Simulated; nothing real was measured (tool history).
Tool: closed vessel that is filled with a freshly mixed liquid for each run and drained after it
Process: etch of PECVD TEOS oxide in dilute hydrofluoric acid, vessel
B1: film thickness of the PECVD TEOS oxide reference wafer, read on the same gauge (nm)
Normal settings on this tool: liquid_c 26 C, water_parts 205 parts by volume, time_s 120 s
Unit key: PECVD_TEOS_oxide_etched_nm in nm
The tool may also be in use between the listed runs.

Run 1, hour 0: usual settings but water_parts 250 parts by volume; B1 100. Result: PECVD_TEOS_oxide_etched_nm 8.51 nm.
Run 2, hour 8.8: usual settings but water_parts 250 parts by volume; B1 99.99. Result: PECVD_TEOS_oxide_etched_nm 8.52 nm.
Run 3, hour 35.7: usual settings but water_parts 250 parts by volume; B1 100.03. Result: PECVD_TEOS_oxide_etched_nm 8.53 nm.
Run 4, hour 46.3: usual settings; B1 100.01. Result: PECVD_TEOS_oxide_etched_nm 10.92 nm.
Run 5, hour 62: usual settings; B1 99.98. Result: PECVD_TEOS_oxide_etched_nm 11.03 nm.
Run 6, hour 69.4: usual settings; B1 100.03. Result: PECVD_TEOS_oxide_etched_nm 10.95 nm.
Run 7, hour 75.4: usual settings; B1 99.97. Result: PECVD_TEOS_oxide_etched_nm 10.94 nm.
Run 8, hour 87.9: usual settings; B1 100.04. Result: PECVD_TEOS_oxide_etched_nm 10.93 nm.
Run 9, hour 95.3: usual settings but liquid_c 30 C, water_parts 160 parts by volume; B1 100.04. Result: PECVD_TEOS_oxide_etched_nm 17.14 nm.
At hour 106.4: gauge calibrated.
Run 10, hour 109.3: usual settings but liquid_c 30 C, water_parts 160 parts by volume; B1 100.03. Result: PECVD_TEOS_oxide_etched_nm 17.16 nm.
At hour 112.4: hydrofluoric acid flow meter replaced.
Run 11, hour 124.9: usual settings; B1 100. Result: PECVD_TEOS_oxide_etched_nm 10.18 nm.
Run 12, hour 132.4: usual settings but liquid_c 21.5 C, water_parts 290 parts by volume, time_s 70 s; B1 99.97. Result: PECVD_TEOS_oxide_etched_nm 3.27 nm.
Run 13, hour 146.6: usual settings but liquid_c 30 C; B1 100.02. Result: PECVD_TEOS_oxide_etched_nm 11.84 nm.
Run 14, hour 158: usual settings but liquid_c 31 C, time_s 150 s; B1 100.01. Result: PECVD_TEOS_oxide_etched_nm 15.3 nm.
Run 15, hour 164.8: usual settings; B1 100. Result: PECVD_TEOS_oxide_etched_nm 10.22 nm.
Run 16, hour 176.4: usual settings but liquid_c 30 C, water_parts 255 parts by volume; B1 99.98. Result: PECVD_TEOS_oxide_etched_nm 8.99 nm.
Run 17, hour 188.4: usual settings but liquid_c 22.5 C, water_parts 130 parts by volume; B1 99.99. Result: PECVD_TEOS_oxide_etched_nm 15.48 nm.
Run 18, hour 201.4: usual settings but water_parts 290 parts by volume, time_s 75 s; B1 99.97. Result: PECVD_TEOS_oxide_etched_nm 4.18 nm.
At hour 217.7: thermometer replaced.
Run 19, hour 248.3: usual settings but liquid_c 31 C, time_s 80 s; B1 100.02. Result: PECVD_TEOS_oxide_etched_nm 8.25 nm.
Run 20, hour 256: usual settings but water_parts 130 parts by volume; B1 100.03. Result: PECVD_TEOS_oxide_etched_nm 17.94 nm.
Run 21, hour 299.4: usual settings but liquid_c 30.5 C, water_parts 295 parts by volume, time_s 60 s; B1 99.94. Result: PECVD_TEOS_oxide_etched_nm 3.82 nm.

Branching from run 21: 5 alternative next runs. What would each branch give?
Run A, hour 300.1: usual settings; B1 ?. Result: PECVD_TEOS_oxide_etched_nm ?.
Run B, hour 300.1: usual settings but liquid_c 29 C, water_parts 170 parts by volume, time_s 100 s; B1 ?. Result: PECVD_TEOS_oxide_etched_nm ?.
Run C, hour 300.1: usual settings but liquid_c 24 C, water_parts 170 parts by volume, time_s 100 s; B1 ?. Result: PECVD_TEOS_oxide_etched_nm ?.
Run D, hour 300.1: usual settings but liquid_c 28.5 C; B1 ?. Result: PECVD_TEOS_oxide_etched_nm ?.
Run E, hour 300.1: usual settings but water_parts 170 parts by volume, time_s 175 s; B1 ?. Result: PECVD_TEOS_oxide_etched_nm ?.

run   B1  PECVD_TEOS_oxide_etched_nm
  A  100                       10.37
  B  100                       12.09
  C  100                       10.06
  D  100                       11.33
  E  100                       18.96
Without the tool's hidden state the same runs would have given:
run  PECVD_TEOS_oxide_etched_nm
  A                       10.07
  B                       11.74
  C                        9.77
  D                          11
  E                       18.43
